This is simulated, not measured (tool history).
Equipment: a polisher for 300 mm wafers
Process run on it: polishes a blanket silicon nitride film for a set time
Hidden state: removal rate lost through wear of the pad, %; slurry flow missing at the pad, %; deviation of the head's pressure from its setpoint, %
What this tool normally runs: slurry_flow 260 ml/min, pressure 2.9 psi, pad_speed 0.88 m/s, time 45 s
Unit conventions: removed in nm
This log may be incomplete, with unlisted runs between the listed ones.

| run | hour | slurry_flow | pressure | pad_speed | time | wafers since the last listed run | wafers polished on this pad | hours since the slurry nozzle was cleaned | hours since the head pressure was calibrated | incoming thickness of the incoming film, nm | removed |
|---|---|---|---|---|---|---|---|---|---|---|---|
| 1 | 0.0 | 260 | 2.9 | 0.88 | 45 | 0 | 1404 | 476.1 | 307.9 | 901.1 | 53.9 |
|  | 94.1 | worn pad replaced by a new one |
| 2 | 96.8 | 260 | 2.9 | 0.88 | 45 | 687 | 20 | 572.9 | 404.7 | 913.4 | 54.2 |
| 3 | 119.9 | 260 | 2.9 | 0.88 | 45 | 171 | 191 | 596.0 | 427.8 | 904.4 | 54.0 |
| 4 | 138.2 | 260 | 2.9 | 0.72 | 45 | 135 | 327 | 614.3 | 446.1 | 904.9 | 46.0 |
| 5 | 153.5 | 260 | 2.9 | 0.72 | 45 | 113 | 440 | 629.6 | 461.4 | 896.4 | 46.6 |
| 6 | 170.4 | 260 | 2.9 | 0.72 | 45 | 125 | 565 | 646.5 | 478.3 | 897.2 | 46.2 |
| 7 | 190.7 | 260 | 2.9 | 0.88 | 45 | 150 | 716 | 666.8 | 498.6 | 905.1 | 54.3 |
| 8 | 210.1 | 260 | 2.9 | 0.88 | 50 | 143 | 860 | 686.2 | 518.0 | 900.3 | 60.4 |
| 9 | 237.8 | 260 | 2.9 | 0.88 | 45 | 205 | 1065 | 713.9 | 545.7 | 889.3 | 54.2 |
|  | 321.6 | slurry nozzle cleaned |
| 10 | 335.3 | 260 | 2.9 | 0.88 | 45 | 715 | 1780 | 13.7 | 643.2 | 903.4 | 56.7 |
| 11 | 353.2 | 260 | 3.4 | 0.88 | 45 | 132 | 1913 | 31.6 | 661.1 | 898.7 | 66.4 |
|  | 359.3 | worn pad replaced by a new one |
| 12 | 378.0 | 260 | 2.9 | 0.76 | 45 | 154 | 138 | 56.4 | 685.9 | 904.0 | 50.3 |
| 13 | 397.5 | 260 | 2.9 | 0.76 | 45 | 144 | 283 | 75.9 | 705.4 | 912.5 | 50.0 |
| 14 | 419.0 | 260 | 2.9 | 0.76 | 45 | 159 | 442 | 97.4 | 726.9 | 898.6 | 50.5 |
| 15 | 468.9 | 260 | 2.9 | 0.88 | 45 | 369 | 812 | 147.3 | 776.8 | 913.1 | 55.8 |
| 16 | 495.9 | 260 | 2.9 | 0.88 | 45 | 200 | 1012 | 174.3 | 803.8 | 894.9 | 56.1 |
| 17 | 511.8 | 260 | 2.9 | 0.74 | 41 | 117 | 1130 | 190.2 | 819.7 | 903.1 | 44.5 |
| 18 | 524.7 | 215 | 2.0 | 0.96 | 45 | 95 | 1226 | 203.1 | 832.6 | 889.5 | 40.0 |
| 19 | 554.5 | 195 | 3.3 | 0.88 | 45 | 220 | 1447 | 232.9 | 862.4 | 900.3 | 60.1 |
|  | 570.2 | head pressure recalibrated |
|  | 583.3 | worn pad replaced by a new one |
| 20 | 588.7 | 195 | 2.9 | 0.88 | 45 | 209 | 40 | 267.1 | 18.5 | 903.0 | 51.5 |
| 21 | 621.2 | 260 | 2.9 | 0.88 | 45 | 240 | 280 | 299.6 | 51.0 | 906.3 | 53.9 |
| 22 | 651.6 | 260 | 2.9 | 0.88 | 45 | 225 | 506 | 330.0 | 81.4 | 893.7 | 53.3 |
| 23 | 666.1 | 295 | 2.9 | 0.88 | 56 | 107 | 613 | 344.5 | 95.9 | 914.7 | 67.3 |
| 24 | 686.8 | 300 | 2.9 | 0.62 | 49 | 153 | 767 | 365.2 | 116.6 | 887.3 | 44.7 |
| 25 | 741.5 | 260 | 2.9 | 0.88 | 45 | 405 | 1172 | 419.9 | 171.3 | 900.6 | 53.3 |
| 26 | 782.8 | 260 | 3.4 | 0.88 | 45 | 306 | 1478 | 461.2 | 212.6 | 898.8 | 62.9 |
| 27 | 800.8 | 340 | 2.9 | 0.68 | 57 | 133 | 1612 | 479.2 | 230.6 | 898.6 | 57.1 |
|  | 811.6 | worn pad replaced by a new one |
| 28 | 816.7 | 205 | 2.9 | 0.88 | 45 | 88 | 38 | 495.1 | 246.5 | 902.6 | 51.7 |
| 29 | 847.8 | 260 | 2.9 | 0.88 | 45 | 230 | 268 | 526.2 | 277.6 | 893.7 | 53.4 |
| 30 | 870.9 | 260 | 3.3 | 0.88 | 33 | 171 | 439 | 549.3 | 300.7 | 890.1 | 44.7 |
| 31 | 886.2 | 260 | 2.9 | 0.70 | 59 | 113 | 553 | 564.6 | 316.0 | 902.7 | 58.3 |
| 32 | 904.1 | 260 | 3.3 | 0.74 | 45 | 132 | 685 | 582.5 | 333.9 | 901.5 | 53.5 |
| 33 | 928.2 | 260 | 2.9 | 0.80 | 40 | 178 | 864 | 606.6 | 358.0 | 894.4 | 43.9 |
| 34 | 959.7 | 260 | 2.2 | 0.88 | 58 | 233 | 1098 | 638.1 | 389.5 | 903.8 | 52.5 |
| 35 | 984.7 | 180 | 2.9 | 1.14 | 51 | 185 | 1283 | 663.1 | 414.5 | 889.0 | 70.7 |
| 36 | 1002.0 | 325 | 2.9 | 0.78 | 37 | 128 | 1411 | 680.4 | 431.8 | 906.3 | 41.2 |
| 37 | 1017.2 | 260 | 2.9 | 0.62 | 55 | 112 | 1524 | 695.6 | 447.0 | 891.1 | 49.3 |
| 38 | 1029.7 | 305 | 2.1 | 0.62 | 55 | 92 | 1616 | 708.1 | 459.5 | 890.7 | 36.5 |

Some steps in removed, run to run, broken into two amounts with sign: the step expected even without the hidden condition (settings, incoming material, random variation), and the rest, left for the hidden condition together with whatever gauge scatter is not in both the measured and the hidden-condition-free result:
Run 9 -> 10: slurry nozzle cleaned. removed +2.5 nm: hidden state +3.2, all else -0.7.
Run 18 -> 19: slurry_flow 215 -> 195, pressure 2.0 -> 3.3, pad_speed 0.96 -> 0.88. removed +20.1 nm: hidden state -0.7, all else +20.8.
Run 23 -> 24: slurry_flow 295 -> 300, pad_speed 0.88 -> 0.62, time 56 -> 49. removed -22.6 nm: hidden state +0.9, all else -23.5.
Run 34 -> 35: slurry_flow 260 -> 180, pressure 2.2 -> 2.9, pad_speed 0.88 -> 1.14, time 58 -> 51. removed +18.2 nm: hidden state -2.5, all else +20.7.
Run 35 -> 36: slurry_flow 180 -> 325, pad_speed 1.14 -> 0.78, time 51 -> 37. removed -29.5 nm: hidden state +3.4, all else -32.9.

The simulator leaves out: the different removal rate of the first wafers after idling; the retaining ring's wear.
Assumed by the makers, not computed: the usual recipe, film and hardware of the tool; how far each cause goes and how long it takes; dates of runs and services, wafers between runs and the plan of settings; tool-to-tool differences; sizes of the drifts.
